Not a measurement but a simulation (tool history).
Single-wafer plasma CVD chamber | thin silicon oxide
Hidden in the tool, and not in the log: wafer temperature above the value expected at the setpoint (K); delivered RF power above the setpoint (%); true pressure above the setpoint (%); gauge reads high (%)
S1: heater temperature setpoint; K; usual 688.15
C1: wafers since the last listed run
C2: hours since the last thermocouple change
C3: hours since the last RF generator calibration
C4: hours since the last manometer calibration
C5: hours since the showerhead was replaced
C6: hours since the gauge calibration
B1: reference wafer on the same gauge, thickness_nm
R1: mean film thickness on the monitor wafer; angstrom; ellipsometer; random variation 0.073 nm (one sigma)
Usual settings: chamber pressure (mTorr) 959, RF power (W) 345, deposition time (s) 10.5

Run 1, day 0: usual settings; C1 0; C2 167.3; C3 101.8; C4 1164.1; C5 6654.5; C6 2028.7; B1 24.998. Result: R1 226.83 angstrom.
Run 2, day 1.442: usual settings; C1 638; C2 201.9; C3 136.4; C4 1198.7; C5 6689.1; C6 2063.3; B1 24.997. Result: R1 227.97 angstrom.
Run 3, day 4.362: usual settings; C1 1293; C2 272; C3 206.5; C4 1268.8; C5 6759.2; C6 2133.4; B1 25.003. Result: R1 227.24 angstrom.
Run 4, day 5.717: usual settings; C1 599; C2 304.5; C3 239; C4 1301.3; C5 6791.7; C6 2165.9; B1 25.003. Result: R1 225.28 angstrom.
Run 5, day 7.562: usual settings but S1 680.15 K, RF power (W) 280; C1 817; C2 348.8; C3 283.3; C4 1345.6; C5 6836; C6 2210.2; B1 24.999. Result: R1 213.34 angstrom.
At day 8.058: gauge calibrated.
Run 6, day 9.038: usual settings but chamber pressure (mTorr) 1106, deposition time (s) 8.6; C1 653; C2 384.2; C3 318.7; C4 1381; C5 6871.4; C6 23.5; B1 25.009. Result: R1 199.64 angstrom.
At day 11.683: showerhead replaced.
Run 7, day 11.829: usual settings; C1 1088; C2 451.2; C3 385.7; C4 1448; C5 3.5; C6 90.5; B1 24.986. Result: R1 226.15 angstrom.
Run 8, day 13.017: usual settings; C1 525; C2 479.7; C3 414.2; C4 1476.5; C5 32; C6 119; B1 25.003. Result: R1 227.15 angstrom.
Run 9, day 14.196: usual settings but chamber pressure (mTorr) 898; C1 522; C2 508; C3 442.5; C4 1504.8; C5 60.3; C6 147.3; B1 24.995. Result: R1 217.46 angstrom.
Run 10, day 17.058: usual settings but S1 702.15 K, RF power (W) 315, deposition time (s) 12.2; C1 1267; C2 576.7; C3 511.2; C4 1573.5; C5 129; C6 216; B1 25.009. Result: R1 252.5 angstrom.
At day 17.4: capacitance manometer re-zeroed and calibrated.
Run 11, day 18.908: usual settings but S1 679.15 K; C1 671; C2 621.1; C3 555.6; C4 36.2; C5 173.4; C6 260.4; B1 24.992. Result: R1 229.52 angstrom.
Run 12, day 20.488: usual settings but S1 700.15 K, deposition time (s) 9.7; C1 699; C2 659; C3 593.5; C4 74.1; C5 211.3; C6 298.3; B1 24.991. Result: R1 207.48 angstrom.
Run 13, day 23.454: usual settings but S1 693.15 K, chamber pressure (mTorr) 1130, RF power (W) 315; C1 1313; C2 730.2; C3 664.7; C4 145.3; C5 282.5; C6 369.5; B1 25.009. Result: R1 239.5 angstrom.
Run 14, day 25.508: usual settings; C1 909; C2 779.5; C3 714; C4 194.6; C5 331.8; C6 418.8; B1 25.004. Result: R1 225.95 angstrom.
Run 15, day 31.517: usual settings but S1 681.15 K, chamber pressure (mTorr) 762, RF power (W) 310, deposition time (s) 11.2; C1 2660; C2 923.7; C3 858.2; C4 338.8; C5 476; C6 563; B1 25.002. Result: R1 202.32 angstrom.
Run 16, day 32.638: usual settings; C1 496; C2 950.6; C3 885.1; C4 365.7; C5 502.9; C6 589.9; B1 24.993. Result: R1 227.06 angstrom.
Run 17, day 35.221: usual settings but deposition time (s) 8.6; C1 1143; C2 1012.6; C3 947.1; C4 427.7; C5 564.9; C6 651.9; B1 25.005. Result: R1 184.43 angstrom.
At day 36.808: RF generator calibrated.
Run 18, day 37.071: usual settings but RF power (W) 280; C1 671; C2 1057; C3 6.3; C4 472.1; C5 609.3; C6 696.3; B1 25.003. Result: R1 211.31 angstrom.
Run 19, day 39.671: usual settings but S1 699.15 K, chamber pressure (mTorr) 848, RF power (W) 375, deposition time (s) 12.1; C1 1151; C2 1119.4; C3 68.7; C4 534.5; C5 671.7; C6 758.7; B1 24.998. Result: R1 244.75 angstrom.
Run 20, day 40.788: usual settings; C1 494; C2 1146.2; C3 95.5; C4 561.3; C5 698.5; C6 785.5; B1 25.015. Result: R1 227.79 angstrom.
Run 21, day 43.2: usual settings but chamber pressure (mTorr) 1112, RF power (W) 390, deposition time (s) 8.4; C1 1068; C2 1204.1; C3 153.4; C4 619.2; C5 756.4; C6 843.4; B1 24.995. Result: R1 205.13 angstrom.
Run 22, day 45.262: usual settings but RF power (W) 275, deposition time (s) 8.5; C1 913; C2 1253.6; C3 202.9; C4 668.7; C5 805.9; C6 892.9; B1 24.989. Result: R1 170.47 angstrom.
At day 50.162: thermocouple changed; heater temperature recalibrated.
Run 23, day 50.292: usual settings; C1 2078; C2 3.1; C3 323.6; C4 789.4; C5 926.6; C6 1013.6; B1 25.003. Result: R1 227.87 angstrom.
Run 24, day 52.321: usual settings but S1 700.15 K, RF power (W) 400; C1 898; C2 51.8; C3 372.3; C4 838.1; C5 975.3; C6 1062.3; B1 25.006. Result: R1 236.01 angstrom.
Run 25, day 53.979: usual settings; C1 734; C2 91.6; C3 412.1; C4 877.9; C5 1015.1; C6 1102.1; B1 25.007. Result: R1 225.69 angstrom.
Run 26, day 61.583: usual settings; C1 3366; C2 274.1; C3 594.6; C4 1060.4; C5 1197.6; C6 1284.6; B1 24.975. Result: R1 226.6 angstrom.
Run 27, day 63.662: usual settings; C1 920; C2 324; C3 644.5; C4 1110.3; C5 1247.5; C6 1334.5; B1 25.012. Result: R1 225.37 angstrom.
Run 28, day 64.717: usual settings but chamber pressure (mTorr) 747; C1 466; C2 349.3; C3 669.8; C4 1135.6; C5 1272.8; C6 1359.8; B1 25.003. Result: R1 190.86 angstrom.

5 ways to go on from here, each from the tool as it stands after run 28. What would each give?
Run A, day 64.733: usual settings but deposition time (s) 9.2; C1 7; C2 349.7; C3 670.2; C4 1136; C5 1273.2; C6 1360.2; B1 ?. Result: R1 ?.
Run B, day 64.733: usual settings but S1 699.15 K, chamber pressure (mTorr) 866, RF power (W) 375, deposition time (s) 11.3; C1 7; C2 349.7; C3 670.2; C4 1136; C5 1273.2; C6 1360.2; B1 ?. Result: R1 ?.
Run C, day 64.733: usual settings but S1 682.15 K, chamber pressure (mTorr) 1160, RF power (W) 315; C1 7; C2 349.7; C3 670.2; C4 1136; C5 1273.2; C6 1360.2; B1 ?. Result: R1 ?.
Run D, day 64.733: usual settings but S1 676.15 K; C1 7; C2 349.7; C3 670.2; C4 1136; C5 1273.2; C6 1360.2; B1 ?. Result: R1 ?.
Run E, day 64.733: usual settings but S1 679.15 K, chamber pressure (mTorr) 1128, deposition time (s) 9.9; C1 7; C2 349.7; C3 670.2; C4 1136; C5 1273.2; C6 1360.2; B1 ?. Result: R1 ?.

run      B1      R1
  A  24.986  198.96
  B  24.986  232.96
  C  24.986  245.23
  D  24.986  229.02
  E  24.986  235.42
Without the tool's hidden state the same runs would have given:
run      R1
  A  198.96
  B  232.96
  C  245.23
  D  229.02
  E  235.42
